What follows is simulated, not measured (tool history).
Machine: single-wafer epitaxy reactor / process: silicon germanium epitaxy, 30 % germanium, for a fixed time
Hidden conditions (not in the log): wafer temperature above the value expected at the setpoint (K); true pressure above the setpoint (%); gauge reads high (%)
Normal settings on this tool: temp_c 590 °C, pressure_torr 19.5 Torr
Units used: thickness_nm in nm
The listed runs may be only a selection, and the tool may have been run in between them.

run,hour,temp_c,pressure_torr,wafers since the last listed run,hours since the last pyrometer calibration,hours since the last manometer calibration,hours since the showerhead was replaced,hours since the gauge calibration,"read-back reference wafer on the same gauge, thickness_nm",thickness_nm
1,0,579,16.1,0,1338.5,1233.7,8009.3,461.7,53.513,41.175
2,14.7,597,19.5,318,1353.2,1248.4,8024,476.4,53.485,59.879
3,30.7,597,19.5,346,1369.2,1264.4,8040,492.4,53.481,59.673
4,58.4,590,19.5,599,1396.9,1292.1,8067.7,520.1,53.494,53.079
5,70.7,590,19.5,266,1409.2,1304.4,8080,532.4,53.501,53.209
6,81.1,590,19.5,225,1419.6,1314.8,8090.4,542.8,53.453,52.713
7,92.6,590,19.5,248,1431.1,1326.3,8101.9,554.3,53.487,53.185
8,105.5,590,19.5,279,1444,1339.2,8114.8,567.2,53.484,52.812
9,114.1,580,19.5,186,1452.6,1347.8,8123.4,575.8,53.532,44.325
10,129.8,595,22.4,339,1468.3,1363.5,8139.1,591.5,53.502,60.217
11,139.6,595,22.4,212,1478.1,1373.3,8148.9,601.3,53.525,60.244
# hour 148.6: capacitance manometer re-zeroed and calibrated
12,156.2,590,19.5,186,1494.7,7.6,8165.5,617.9,53.509,51.991
# hour 159.6: gauge calibrated
13,162.5,590,19.5,136,1501,13.9,8171.8,2.9,53.547,52.148
14,174.7,578,19.5,263,1513.2,26.1,8184,15.1,53.511,42.138
# hour 189.3: pyrometer calibrated
15,189.8,582,16.1,153,0.5,41.2,8199.1,30.2,53.522,43.089
16,194.9,590,19.5,110,5.6,46.3,8204.2,35.3,53.52,52.105
17,206.2,581,18.1,244,16.9,57.6,8215.5,46.6,53.513,43.173
18,220.2,595,19.5,302,30.9,71.6,8229.5,60.6,53.506,56.957
19,229.2,590,19.5,194,39.9,80.6,8238.5,69.6,53.484,52.159
# hour 242.2: showerhead replaced
20,242.7,584,15.3,119,53.4,94.1,0.5,83.1,53.501,43.914
21,254.8,590,19.5,261,65.5,106.2,12.6,95.2,53.498,51.979
22,267.2,586,24,268,77.9,118.6,25,107.6,53.524,51.56
23,284.1,590,19.5,365,94.8,135.5,41.9,124.5,53.535,52.067
24,301.3,578,20.7,372,112,152.7,59.1,141.7,53.524,42.706
25,312.8,590,19.5,248,123.5,164.2,70.6,153.2,53.482,52.321
26,330.3,584,19.5,378,141,181.7,88.1,170.7,53.497,46.856
27,346.8,590,19.5,357,157.5,198.2,104.6,187.2,53.498,52.105
28,363.6,582,23,363,174.3,215,121.4,204,53.504,47.32
29,415.9,604,22,1131,226.6,267.3,173.7,256.3,53.5,69.027
30,427.4,584,15.5,248,238.1,278.8,185.2,267.8,53.52,44.151
31,441.3,590,19.5,300,252,292.7,199.1,281.7,53.518,52.517
32,450.4,604,23.9,196,261.1,301.8,208.2,290.8,53.502,70.646
33,459.9,590,19.5,205,270.6,311.3,217.7,300.3,53.499,52.052
34,467.5,585,14.9,164,278.2,318.9,225.3,307.9,53.486,44.452

Below are 5 alternative next runs, each starting from the tool's condition after run 34. Predict each:
A,467.9,599,19.5,8,278.6,319.3,225.7,308.3,?,?
B,467.9,582,15.4,8,278.6,319.3,225.7,308.3,?,?
C,467.9,578,22.1,8,278.6,319.3,225.7,308.3,?,?
D,467.9,586,23.8,8,278.6,319.3,225.7,308.3,?,?
E,467.9,590,17.1,8,278.6,319.3,225.7,308.3,?,?

run,"read-back reference wafer on the same gauge, thickness_nm",thickness_nm
A,53.503,61.123
B,53.503,42.43
C,53.503,43.495
D,53.503,51.372
E,53.503,50.337
Had the tool no hidden state, the same runs would have come out as:
run,thickness_nm
A,61.144
B,42.444
C,43.509
D,51.389
E,50.354
